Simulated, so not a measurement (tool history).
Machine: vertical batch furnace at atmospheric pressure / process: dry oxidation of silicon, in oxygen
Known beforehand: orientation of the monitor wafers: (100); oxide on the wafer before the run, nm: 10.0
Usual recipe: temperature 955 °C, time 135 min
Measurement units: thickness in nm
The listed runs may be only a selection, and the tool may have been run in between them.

run     day  temperature   time  wafers since the last listed run  hours since the last temperature calibration  hours since the boat lift was adjusted  hours since the gauge calibration  read-back reference wafer on the same gauge, thickness  thickness
  1       0          955    135                                 0                                        2042.1                                  5737.2                              427.5                                                    67.9      67.13
  2     0.8          955    135                               191                                        2061.3                                  5756.4                              446.7                                                   67.88      66.95
  3   4.592          955    135                               909                                        2152.3                                  5847.4                              537.7                                                   67.88      66.64
  4   5.554          955    135                               230                                        2175.4                                  5870.5                              560.8                                                   67.94      67.27
  5   6.958          955    135                               336                                        2209.1                                  5904.2                              594.5                                                   67.89      67.07
  6   7.804          955    135                               202                                        2229.4                                  5924.5                              614.8                                                   67.89      67.68
  7   8.621          955    135                               195                                          2249                                  5944.1                              634.4                                                    67.9      66.97
  8     9.6          955    135                               234                                        2272.5                                  5967.6                              657.9                                                    67.9      67.13
  9  10.825          945  163.5                               293                                        2301.9                                    5997                              687.3                                                    67.9      70.07
 10  12.208          973    158                               331                                        2335.1                                  6030.2                              720.5                                                   67.91      85.74
 11  12.754          973    158                               130                                        2348.2                                  6043.3                              733.6                                                    67.9       85.4
 12  14.254          955    135                               359                                        2384.2                                  6079.3                              769.6                                                   67.91      67.44
     16.138  -- boat lift adjusted
 13  16.158          955    135                               216                                        2429.9                                     0.5                              815.3                                                   67.89      67.79
     16.429  -- gauge calibrated
 14  16.638          972    135                               114                                        2441.4                                      12                                  5                                                   67.86      76.21
 15  18.108          955    135                               352                                        2476.7                                    47.3                               40.3                                                   67.91      67.69
 16  19.408          973    158                               311                                        2507.9                                    78.5                               71.5                                                    67.9      85.49
 17  20.458          955    135                               251                                        2533.1                                   103.7                               96.7                                                   67.87      67.96
 18  23.067          971     99                               625                                        2595.7                                   166.3                              159.3                                                   67.92      61.91
     24.554  -- thermocouples replaced and temperature profile calibrated
 19  24.575          946    188                               121                                           0.5                                   202.5                              195.5                                                    67.9      74.98
 20  25.262          964  168.5                               164                                            17                                     219                                212                                                   67.95      80.85
 21  26.525          955  160.5                               302                                          47.3                                   249.3                              242.3                                                   67.95      73.16
 22  27.083          955   93.5                               133                                          60.7                                   262.7                              255.7                                                   67.89         51
 23  27.729          966   94.5                               154                                          76.2                                   278.2                              271.2                                                   67.89      55.83
 24  28.633          932     79                               216                                          97.9                                   299.9                              292.9                                                   67.86      37.46
 25  29.958          936  117.5                               317                                         129.7                                   331.7                              324.7                                                   67.89      49.78
 26  30.683          973    158                               173                                         147.1                                   349.1                              342.1                                                   67.94      82.56
 27  31.858          970  170.5                               281                                         175.3                                   377.3                              370.3                                                   67.88      85.24
 28  33.025          977   89.5                               279                                         203.3                                   405.3                              398.3                                                   67.84      57.65
 29  34.229          955     84                               288                                         232.2                                   434.2                              427.2                                                   67.92      47.72
 30  35.138          967     83                               217                                           254                                     456                                449                                                    67.9      51.46

Here are 3 independent what-if runs from the current tool condition. What would each one return?
  A  35.388          955    135                                59                                           260                                     462                                455                                                       ?          ?
  B  35.388          944     89                                59                                           260                                     462                                455                                                       ?          ?
  C  35.388          964  198.5                                59                                           260                                     462                                455                                                       ?          ?

run  read-back reference wafer on the same gauge, thickness  thickness
  A                                                    67.9      64.79
  B                                                    67.9      44.76
  C                                                    67.9      90.58
Take away the tool's hidden state, keep each run's random variation, and the runs would have read:
run  thickness
  A      64.57
  B       44.6
  C      90.31

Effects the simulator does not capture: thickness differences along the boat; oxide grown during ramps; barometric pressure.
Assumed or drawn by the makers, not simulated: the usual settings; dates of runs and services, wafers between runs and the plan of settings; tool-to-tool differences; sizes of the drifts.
